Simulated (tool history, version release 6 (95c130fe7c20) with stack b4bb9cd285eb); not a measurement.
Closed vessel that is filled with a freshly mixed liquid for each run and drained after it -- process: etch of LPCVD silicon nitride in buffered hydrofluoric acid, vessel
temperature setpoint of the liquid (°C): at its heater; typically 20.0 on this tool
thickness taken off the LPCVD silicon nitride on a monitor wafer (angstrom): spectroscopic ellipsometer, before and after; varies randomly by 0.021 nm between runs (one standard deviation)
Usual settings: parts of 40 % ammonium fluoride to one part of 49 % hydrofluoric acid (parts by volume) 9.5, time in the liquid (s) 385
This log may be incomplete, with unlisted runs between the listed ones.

run   hour  temperature setpoint of the liquid (°C)  parts of 40 % ammonium fluoride to one part of 49 % hydrofluoric acid (parts by volume)  time in the liquid (s)  read-back film thickness of the LPCVD silicon nitride reference wafer, read on the same gauge (nm)  thickness taken off the LPCVD silicon nitride on a monitor wafer (angstrom)
  1    0.0                                     20.0                                                                                      9.5                     385                                                                                              99.978                                                                        43.26
  2   14.9                                     20.0                                                                                      9.5                     385                                                                                             100.013                                                                        42.94
  3   34.7                                     20.0                                                                                      9.5                     385                                                                                             100.014                                                                        42.96
  4   69.3                                     18.0                                                                                      9.5                     385                                                                                              99.981                                                                        38.48
  5   90.5                                     22.0                                                                                      9.5                     385                                                                                             100.007                                                                        48.13
  6  114.8                                     22.0                                                                                      9.5                     385                                                                                             100.007                                                                        47.97
  7  144.9                                     22.0                                                                                      9.5                     385                                                                                             100.005                                                                        47.71
  8  158.8                                     20.0                                                                                      9.5                     385                                                                                              99.991                                                                        42.91
  9  187.8                                     20.0                                                                                      9.5                     385                                                                                             100.002                                                                        42.72
 10  215.8                                     20.0                                                                                      9.5                     385                                                                                             100.006                                                                        43.15
 11  233.5                                     20.0                                                                                      9.5                     255                                                                                             100.002                                                                        28.36
 12  255.8                                     20.0                                                                                      9.5                     255                                                                                             100.008                                                                        28.33
 13  274.0                                     20.0                                                                                      9.5                     520                                                                                              99.997                                                                        57.67
 14  287.9                                     20.0                                                                                      9.5                     520                                                                                              99.987                                                                        57.81
 15  300.9                                     20.0                                                                                      9.5                     520                                                                                              99.980                                                                        58.14
 16  312.8                                     20.0                                                                                     11.5                     385                                                                                             100.008                                                                        36.21
 17  325.9                                     17.0                                                                                     11.0                     190                                                                                             100.005                                                                        15.80
 18  358.2                                     20.0                                                                                      9.5                     590                                                                                             100.017                                                                        65.25
 19  375.6                                     17.0                                                                                      9.5                     385                                                                                             100.017                                                                        35.83
 20  397.1                                     17.0                                                                                     11.0                     190                                                                                              99.987                                                                        15.79
 21  430.8                                     24.0                                                                                      5.5                     385                                                                                              99.972                                                                        89.80
 22  453.3                                     24.5                                                                                      9.5                     385                                                                                             100.006                                                                        55.27
 23  477.2                                     20.0                                                                                     11.0                     385                                                                                              99.999                                                                        37.76
 24  509.7                                     17.0                                                                                     12.0                     555                                                                                              99.995                                                                        42.49
 25  534.9                                     20.0                                                                                     11.0                     285                                                                                             100.016                                                                        28.20
 26  562.6                                     20.0                                                                                      9.5                     385                                                                                             100.023                                                                        42.70
 27  581.7                                     22.5                                                                                     11.5                     240                                                                                             100.006                                                                        25.90
 28  594.7                                     20.0                                                                                      9.5                     385                                                                                              99.983                                                                        43.10
 29  630.2                                     18.0                                                                                      9.5                     385                                                                                             100.012                                                                        38.06
 30  655.7                                     20.0                                                                                     12.5                     385                                                                                              99.998                                                                        33.37

Missing from the log above: 5 entries noted between runs. For each, name the pair of listed runs it sits between and say how the tool's hidden condition differs from the listed run just before to the listed run just after:
Between runs 2 and 3: gauge calibrated (hour 16.1)
  no difference in the tool's unlogged condition between these two runs
Between runs 14 and 15: hydrofluoric acid flow meter replaced (hour 300.4)
  no difference in the tool's unlogged condition between these two runs
Between runs 15 and 16: gauge calibrated (hour 311.8)
  no difference in the tool's unlogged condition between these two runs
Between runs 18 and 19: thermometer replaced (hour 363.9)
  no difference in the tool's unlogged condition between these two runs
Between runs 28 and 29: gauge calibrated (hour 622.1)
  no difference in the tool's unlogged condition between these two runs
